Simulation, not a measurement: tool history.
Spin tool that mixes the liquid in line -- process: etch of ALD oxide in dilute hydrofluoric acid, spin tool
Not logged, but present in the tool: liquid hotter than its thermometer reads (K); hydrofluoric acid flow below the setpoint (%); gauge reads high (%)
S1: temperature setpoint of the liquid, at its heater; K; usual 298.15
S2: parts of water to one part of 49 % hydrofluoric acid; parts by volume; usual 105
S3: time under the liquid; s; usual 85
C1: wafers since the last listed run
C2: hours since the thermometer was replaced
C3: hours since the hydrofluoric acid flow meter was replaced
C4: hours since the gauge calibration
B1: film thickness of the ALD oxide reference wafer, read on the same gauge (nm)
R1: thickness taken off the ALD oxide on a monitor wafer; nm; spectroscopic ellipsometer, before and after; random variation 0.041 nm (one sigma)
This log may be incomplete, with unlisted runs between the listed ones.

| run | hour | S1 | S2 | S3 | C1 | C2 | C3 | C4 | B1 | R1 |
|---|---|---|---|---|---|---|---|---|---|---|
| 1 | 0.0 | 298.15 | 105 | 85 | 0 | 1070.7 | 509.8 | 319.8 | 81.65 | 10.89 |
| 2 | 29.3 | 298.15 | 105 | 85 | 239 | 1100.0 | 539.1 | 349.1 | 81.71 | 10.81 |
| 3 | 42.1 | 298.15 | 105 | 85 | 104 | 1112.8 | 551.9 | 361.9 | 81.76 | 10.82 |
| 4 | 74.4 | 298.15 | 105 | 85 | 263 | 1145.1 | 584.2 | 394.2 | 81.84 | 10.87 |
| 5 | 92.2 | 298.15 | 105 | 85 | 145 | 1162.9 | 602.0 | 412.0 | 81.87 | 10.82 |
| 6 | 121.6 | 298.15 | 105 | 85 | 240 | 1192.3 | 631.4 | 441.4 | 81.93 | 10.92 |
| 7 | 153.3 | 298.15 | 105 | 85 | 259 | 1224.0 | 663.1 | 473.1 | 81.92 | 10.92 |
| 8 | 189.0 | 298.15 | 105 | 85 | 291 | 1259.7 | 698.8 | 508.8 | 82.00 | 10.84 |
| 9 | 208.8 | 298.15 | 105 | 85 | 161 | 1279.5 | 718.6 | 528.6 | 82.06 | 10.87 |
| 10 | 239.6 | 298.15 | 105 | 85 | 251 | 1310.3 | 749.4 | 559.4 | 82.02 | 10.89 |
| 11 | 260.4 | 298.15 | 105 | 85 | 169 | 1331.1 | 770.2 | 580.2 | 82.06 | 10.88 |
| 12 | 282.9 | 298.15 | 105 | 85 | 183 | 1353.6 | 792.7 | 602.7 | 82.13 | 10.91 |
| 13 | 309.0 | 300.65 | 75 | 45 | 213 | 1379.7 | 818.8 | 628.8 | 82.11 | 9.30 |
| 14 | 340.7 | 298.15 | 105 | 85 | 259 | 1411.4 | 850.5 | 660.5 | 82.19 | 10.91 |
|  | 383.0 | gauge calibrated |
| 15 | 444.2 | 293.15 | 85 | 120 | 845 | 1514.9 | 954.0 | 61.2 | 80.50 | 15.56 |
| 16 | 460.4 | 294.65 | 130 | 115 | 132 | 1531.1 | 970.2 | 77.4 | 80.62 | 9.96 |
| 17 | 561.4 | 300.65 | 80 | 65 | 825 | 1632.1 | 1071.2 | 178.4 | 81.28 | 12.32 |
| 18 | 575.1 | 296.65 | 105 | 35 | 111 | 1645.8 | 1084.9 | 192.1 | 81.34 | 4.21 |
|  | 579.2 | thermometer replaced |
|  | 579.2 | hydrofluoric acid flow meter replaced |
| 19 | 621.1 | 298.15 | 65 | 85 | 367 | 41.9 | 41.9 | 238.1 | 81.51 | 18.25 |
| 20 | 655.1 | 298.15 | 105 | 40 | 277 | 75.9 | 75.9 | 272.1 | 81.65 | 5.11 |
| 21 | 683.0 | 298.15 | 105 | 85 | 227 | 103.8 | 103.8 | 300.0 | 81.74 | 10.88 |
| 22 | 703.8 | 298.15 | 70 | 35 | 169 | 124.6 | 124.6 | 320.8 | 81.79 | 7.00 |
| 23 | 721.5 | 298.15 | 105 | 85 | 144 | 142.3 | 142.3 | 338.5 | 81.83 | 10.84 |
| 24 | 746.7 | 299.65 | 140 | 85 | 205 | 167.5 | 167.5 | 363.7 | 81.92 | 8.29 |

Here are 4 independent what-if runs from the current tool condition. What would each one return?
| A | 747.1 | 298.15 | 105 | 85 | 3 | 167.9 | 167.9 | 364.1 | ? | ? |
| B | 747.1 | 298.15 | 55 | 85 | 3 | 167.9 | 167.9 | 364.1 | ? | ? |
| C | 747.1 | 298.15 | 70 | 85 | 3 | 167.9 | 167.9 | 364.1 | ? | ? |
| D | 747.1 | 298.15 | 105 | 130 | 3 | 167.9 | 167.9 | 364.1 | ? | ? |

| run | B1 | R1 |
|---|---|---|
| A | 81.91 | 10.88 |
| B | 81.91 | 22.16 |
| C | 81.91 | 17.07 |
| D | 81.91 | 16.64 |
Take away the tool's hidden state, keep each run's random variation, and the runs would have read:
| run | R1 |
|---|---|
| A | 10.63 |
| B | 21.65 |
| C | 16.67 |
| D | 16.25 |

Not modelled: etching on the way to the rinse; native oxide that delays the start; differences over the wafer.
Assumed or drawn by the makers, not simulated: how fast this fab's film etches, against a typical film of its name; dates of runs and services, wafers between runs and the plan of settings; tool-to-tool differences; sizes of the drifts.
